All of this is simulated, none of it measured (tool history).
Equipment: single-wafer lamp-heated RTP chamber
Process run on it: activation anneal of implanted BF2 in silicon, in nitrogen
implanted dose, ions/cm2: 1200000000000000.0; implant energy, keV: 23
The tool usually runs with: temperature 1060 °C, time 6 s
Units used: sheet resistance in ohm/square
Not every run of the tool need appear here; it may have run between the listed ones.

| run | hour | temperature | time | wafers since the last listed run | wafers since the last pyrometer calibration | wafers since the reflector plate was cleaned | hours since the gauge calibration | read-back reference wafer on the same gauge, sheet resistance | sheet resistance |
|---|---|---|---|---|---|---|---|---|---|
| 1 | 0.0 | 1080 | 6 | 0 | 2318 | 3983 | 454.1 | 172.98 | 139.35 |
| 2 | 11.6 | 1039 | 7 | 202 | 2521 | 4186 | 465.7 | 173.03 | 164.93 |
| 3 | 23.4 | 1039 | 7 | 206 | 2727 | 4392 | 477.5 | 173.04 | 164.00 |
| 4 | 31.7 | 1060 | 6 | 144 | 2872 | 4537 | 485.8 | 173.07 | 150.13 |
| 5 | 40.1 | 1060 | 6 | 146 | 3018 | 4683 | 494.2 | 172.96 | 150.44 |
|  | 50.1 | pyrometer window cleaned and pyrometer calibrated |
| 6 | 57.0 | 1060 | 7 | 155 | 120 | 4839 | 511.1 | 173.02 | 147.67 |
| 7 | 70.5 | 1060 | 7 | 235 | 356 | 5074 | 524.6 | 173.00 | 148.55 |
| 8 | 84.4 | 1060 | 6 | 242 | 599 | 5317 | 538.5 | 172.98 | 151.17 |
| 9 | 93.3 | 1060 | 6 | 155 | 754 | 5472 | 547.4 | 173.00 | 151.25 |
| 10 | 100.8 | 1060 | 6 | 130 | 885 | 5603 | 554.9 | 173.08 | 150.85 |
| 11 | 116.0 | 1060 | 6 | 265 | 1150 | 5869 | 570.1 | 172.97 | 150.76 |
| 12 | 125.5 | 1060 | 5 | 165 | 1316 | 6035 | 579.6 | 173.06 | 154.47 |
|  | 136.7 | gauge calibrated |
| 13 | 138.3 | 1060 | 6 | 223 | 1540 | 6258 | 1.6 | 173.06 | 150.78 |
| 14 | 154.8 | 1060 | 4 | 288 | 1828 | 6546 | 18.1 | 172.91 | 158.21 |
| 15 | 165.9 | 1060 | 4 | 193 | 2022 | 6740 | 29.2 | 172.91 | 158.42 |
| 16 | 174.1 | 1060 | 6 | 143 | 2165 | 6883 | 37.4 | 172.94 | 150.42 |
| 17 | 181.7 | 1045 | 10 | 132 | 2298 | 7016 | 45.0 | 173.03 | 152.31 |
| 18 | 187.9 | 1060 | 8 | 108 | 2406 | 7124 | 51.2 | 172.96 | 145.29 |
| 19 | 204.9 | 1038 | 9 | 296 | 2703 | 7421 | 68.2 | 173.07 | 159.85 |
| 20 | 222.1 | 1037 | 3 | 300 | 3003 | 7721 | 85.4 | 173.06 | 182.19 |
|  | 234.7 | pyrometer window cleaned and pyrometer calibrated |
| 21 | 238.1 | 1052 | 7 | 139 | 59 | 7861 | 101.4 | 172.96 | 154.12 |
| 22 | 248.7 | 1038 | 6 | 185 | 244 | 8046 | 112.0 | 173.07 | 169.60 |
| 23 | 266.2 | 1060 | 6 | 305 | 550 | 8352 | 129.5 | 173.10 | 151.70 |
| 24 | 283.6 | 1076 | 4 | 303 | 854 | 8655 | 146.9 | 173.02 | 148.14 |
| 25 | 328.2 | 1043 | 3 | 778 | 1633 | 9434 | 191.5 | 173.00 | 176.96 |
| 26 | 339.1 | 1049 | 9 | 190 | 1823 | 9625 | 202.4 | 173.05 | 151.09 |
|  | 349.2 | reflector plate cleaned |
| 27 | 350.2 | 1060 | 6 | 54 | 1877 | 18 | 213.5 | 173.07 | 150.44 |
| 28 | 364.5 | 1050 | 9 | 249 | 2127 | 267 | 227.8 | 172.99 | 150.81 |
| 29 | 381.0 | 1044 | 6 | 288 | 2415 | 555 | 244.3 | 172.98 | 162.15 |
| 30 | 393.0 | 1044 | 9 | 209 | 2624 | 765 | 256.3 | 173.02 | 154.50 |
| 31 | 406.0 | 1060 | 6 | 226 | 2851 | 992 | 269.3 | 172.98 | 150.24 |
|  | 417.7 | pyrometer window cleaned and pyrometer calibrated |
| 32 | 418.2 | 1078 | 4 | 73 | 7 | 1065 | 281.5 | 173.09 | 146.89 |
| 33 | 429.1 | 1048 | 3 | 190 | 198 | 1256 | 292.4 | 172.85 | 173.73 |
| 34 | 439.0 | 1076 | 9 | 172 | 371 | 1428 | 302.3 | 172.98 | 134.50 |
| 35 | 452.4 | 1087 | 6 | 233 | 605 | 1662 | 315.7 | 173.07 | 135.51 |
| 36 | 470.1 | 1076 | 3 | 309 | 914 | 1972 | 333.4 | 173.09 | 152.56 |
| 37 | 482.4 | 1060 | 6 | 214 | 1128 | 2186 | 345.7 | 173.08 | 150.56 |

4 ways to go on from here, each from the tool as it stands after run 37. What would each give?
| A | 482.8 | 1060 | 6 | 6 | 1135 | 2193 | 346.1 | ? | ? |
| B | 482.8 | 1077 | 6 | 6 | 1135 | 2193 | 346.1 | ? | ? |
| C | 482.8 | 1060 | 3 | 6 | 1135 | 2193 | 346.1 | ? | ? |
| D | 482.8 | 1060 | 9 | 6 | 1135 | 2193 | 346.1 | ? | ? |

| run | read-back reference wafer on the same gauge, sheet resistance | sheet resistance |
|---|---|---|
| A | 172.98 | 151.78 |
| B | 172.98 | 141.22 |
| C | 172.98 | 164.28 |
| D | 172.98 | 144.50 |
With no hidden state in the tool, these same runs would have given:
| run | sheet resistance |
|---|---|
| A | 152.10 |
| B | 141.49 |
| C | 164.63 |
| D | 144.81 |
